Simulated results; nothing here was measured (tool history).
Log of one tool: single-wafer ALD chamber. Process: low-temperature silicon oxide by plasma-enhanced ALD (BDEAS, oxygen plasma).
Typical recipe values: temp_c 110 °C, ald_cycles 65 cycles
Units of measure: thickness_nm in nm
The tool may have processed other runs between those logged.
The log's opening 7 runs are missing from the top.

run,day,temp_c,ald_cycles,wafers since the last listed run,hours since the last thermocouple change,hours since the gauge calibration,"read-back reference wafer on the same gauge, thickness_nm",thickness_nm
8,21.192,110,65,321,1235.4,1802.0,11.177,9.653
9,24.533,110,65,476,1315.6,1882.2,11.182,9.658
10,26.271,110,65,247,1357.3,1923.9,11.178,9.634
11,28.279,110,65,286,1405.5,1972.1,11.182,9.693
12,30.904,110,65,374,1468.5,2035.1,11.177,9.648
13,35.158,110,65,606,1570.6,2137.2,11.185,9.636
14,38.100,110,65,419,1641.2,2207.8,11.177,9.660
15,41.612,110,65,500,1725.5,2292.1,11.183,9.654
16,44.308,110,57,384,1790.2,2356.8,11.184,8.494
17,47.046,115,55,390,1855.9,2422.5,11.185,8.133
18,48.717,110,65,238,1896.0,2462.6,11.176,9.651
19,52.721,110,74,571,1992.1,2558.7,11.185,10.941
# day 54.946: gauge calibrated
20,56.067,118,72,477,2072.4,26.9,11.176,10.536
21,58.017,110,61,278,2119.2,73.7,11.179,9.089
22,62.458,110,65,633,2225.8,180.3,11.182,9.658
23,64.792,95,52,332,2281.8,236.3,11.178,8.009
# day 66.138: thermocouple changed; heater temperature recalibrated
24,67.179,121,57,292,25.0,293.6,11.179,8.274
25,70.704,110,65,502,109.6,378.2,11.179,9.577
26,76.204,106,74,784,241.6,510.2,11.181,10.951
27,79.596,124,65,483,323.0,591.6,11.178,9.381
28,81.583,110,65,283,370.7,639.3,11.184,9.564
29,85.708,110,73,588,469.7,738.3,11.183,10.826
30,89.067,100,71,479,550.3,818.9,11.184,10.665
31,93.308,118,53,605,652.1,920.7,11.182,7.728
32,95.792,96,65,354,711.7,980.3,11.181,9.938

4 options for the next run, each taken on its own from the tool as it stands now. Forecast them:
A,95.812,104,65,2,712.2,980.8,?,?
B,95.812,95,57,2,712.2,980.8,?,?
C,95.812,116,59,2,712.2,980.8,?,?
D,95.812,114,77,2,712.2,980.8,?,?

run,"read-back reference wafer on the same gauge, thickness_nm",thickness_nm
A,11.180,9.747
B,11.180,8.767
C,11.180,8.678
D,11.180,11.363
The same runs, with their run-to-run variation unchanged, on a tool lacking any hidden condition would have given:
run,thickness_nm
A,9.693
B,8.672
C,8.629
D,11.299

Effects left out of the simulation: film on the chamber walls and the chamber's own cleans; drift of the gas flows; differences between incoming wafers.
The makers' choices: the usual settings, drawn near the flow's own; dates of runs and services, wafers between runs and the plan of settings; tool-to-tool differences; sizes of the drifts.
